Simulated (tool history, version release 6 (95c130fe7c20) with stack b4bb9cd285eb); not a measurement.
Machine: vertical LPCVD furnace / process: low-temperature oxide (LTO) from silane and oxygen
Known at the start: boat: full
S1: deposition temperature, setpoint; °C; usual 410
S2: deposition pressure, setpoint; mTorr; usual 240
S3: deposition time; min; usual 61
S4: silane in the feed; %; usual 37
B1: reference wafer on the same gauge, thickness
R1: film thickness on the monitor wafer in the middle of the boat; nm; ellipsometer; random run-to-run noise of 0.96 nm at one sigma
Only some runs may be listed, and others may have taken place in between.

run 1 day=0 | S1=410 S2=240 S3=46 S4=37 | B1=557.91 | R1=493.25
run 2 day=2.346 | S1=410 S2=240 S3=73.5 S4=37 | B1=557.79 | R1=787.35
run 3 day=3.146 | S1=410 S2=240 S3=73.5 S4=37 | B1=557.77 | R1=787.5
run 4 day=3.438 | S1=410 S2=240 S3=73.5 S4=37 | B1=557.99 | R1=789.71
-- day=4.983 thermocouples replaced and temperature profile calibrated
-- day=5.75 pressure gauge zeroed
run 5 day=5.771 | S1=410 S2=240 S3=68.5 S4=37 | B1=557.87 | R1=715.93
run 6 day=5.958 | S1=410 S2=240 S3=68.5 S4=37 | B1=557.84 | R1=715.4
run 7 day=6.146 | S1=410 S2=240 S3=68.5 S4=37 | B1=558.21 | R1=715.78
run 8 day=6.329 | S1=410 S2=240 S3=61 S4=39 | B1=558.07 | R1=677.8
run 9 day=6.517 | S1=410 S2=240 S3=61 S4=39 | B1=558.12 | R1=679.02
run 10 day=7.046 | S1=410 S2=240 S3=61 S4=39 | B1=557.88 | R1=680.87
-- day=7.258 gauge calibrated
run 11 day=7.412 | S1=410 S2=240 S3=61 S4=37 | B1=558.04 | R1=637.25
-- day=8.758 silane flow controller replaced
run 12 day=8.779 | S1=415 S2=240 S3=61 S4=37 | B1=558.28 | R1=671.67
run 13 day=8.967 | S1=410 S2=215 S3=61 S4=30 | B1=557.92 | R1=429.93
run 14 day=9.154 | S1=410 S2=240 S3=61 S4=37 | B1=557.87 | R1=636.46
run 15 day=9.725 | S1=410 S2=240 S3=61 S4=37 | B1=558.08 | R1=637.14
run 16 day=10.196 | S1=410 S2=270 S3=77 S4=37 | B1=558.26 | R1=904.27
run 17 day=10.542 | S1=404 S2=285 S3=77 S4=31 | B1=557.92 | R1=703.85
run 18 day=11.121 | S1=410 S2=240 S3=61 S4=37 | B1=557.78 | R1=636.69
run 19 day=11.538 | S1=410 S2=240 S3=61 S4=37 | B1=557.75 | R1=637.63
run 20 day=12.267 | S1=405 S2=240 S3=61 S4=30 | B1=558.08 | R1=453.84
run 21 day=12.567 | S1=410 S2=240 S3=61 S4=37 | B1=558.06 | R1=636.5
run 22 day=13.192 | S1=401 S2=290 S3=61 S4=37 | B1=557.93 | R1=695.61
run 23 day=13.846 | S1=410 S2=240 S3=61 S4=37 | B1=558.07 | R1=635.67
run 24 day=14.458 | S1=410 S2=240 S3=61 S4=37 | B1=558.23 | R1=638.04
run 25 day=15.112 | S1=402 S2=215 S3=61 S4=37 | B1=557.84 | R1=521.87
run 26 day=15.529 | S1=416 S2=240 S3=61 S4=42 | B1=557.89 | R1=784.97
run 27 day=16.092 | S1=398 S2=210 S3=75.5 S4=30 | B1=558.07 | R1=450.15
run 28 day=16.367 | S1=410 S2=240 S3=61 S4=37 | B1=557.76 | R1=638.04
run 29 day=16.75 | S1=410 S2=240 S3=61 S4=32 | B1=557.95 | R1=525.55
run 30 day=17.033 | S1=410 S2=240 S3=61 S4=37 | B1=557.94 | R1=635.71
run 31 day=17.521 | S1=410 S2=295 S3=69 S4=37 | B1=558.01 | R1=885.67
run 32 day=18.271 | S1=402 S2=240 S3=61 S4=37 | B1=557.95 | R1=583.45

Selected run-to-run steps in R1, each split into two signed amounts: the part the tool would show with no hidden state at all (from settings, incoming material and random variation), and the remainder, which goes to the hidden state together with any gauge scatter not common to the measured and the hidden-state-free results:
What the log doesn't record here: true tube temperature minus thermocouple reading, K; true pressure minus gauge reading, mTorr; deviation of the silane flow from its setpoint, %; gauge reads high (%).
Run 1 -> 2: S3 46 -> 73.5. R1 +294.1 nm: hidden state +7.71, all else +286.39.
Run 4 -> 5: S3 73.5 -> 68.5, thermocouples replaced and temperature profile calibrated, pressure gauge zeroed. R1 -73.78 nm: hidden state -21.13, all else -52.65.
Run 26 -> 27: S1 416 -> 398, S2 240 -> 210, S3 61 -> 75.5, S4 42 -> 30. R1 -334.82 nm: hidden state +0.52, all else -335.34.
Run 31 -> 32: S1 410 -> 402, S2 295 -> 240, S3 69 -> 61. R1 -302.22 nm: hidden state +0.26, all else -302.48.

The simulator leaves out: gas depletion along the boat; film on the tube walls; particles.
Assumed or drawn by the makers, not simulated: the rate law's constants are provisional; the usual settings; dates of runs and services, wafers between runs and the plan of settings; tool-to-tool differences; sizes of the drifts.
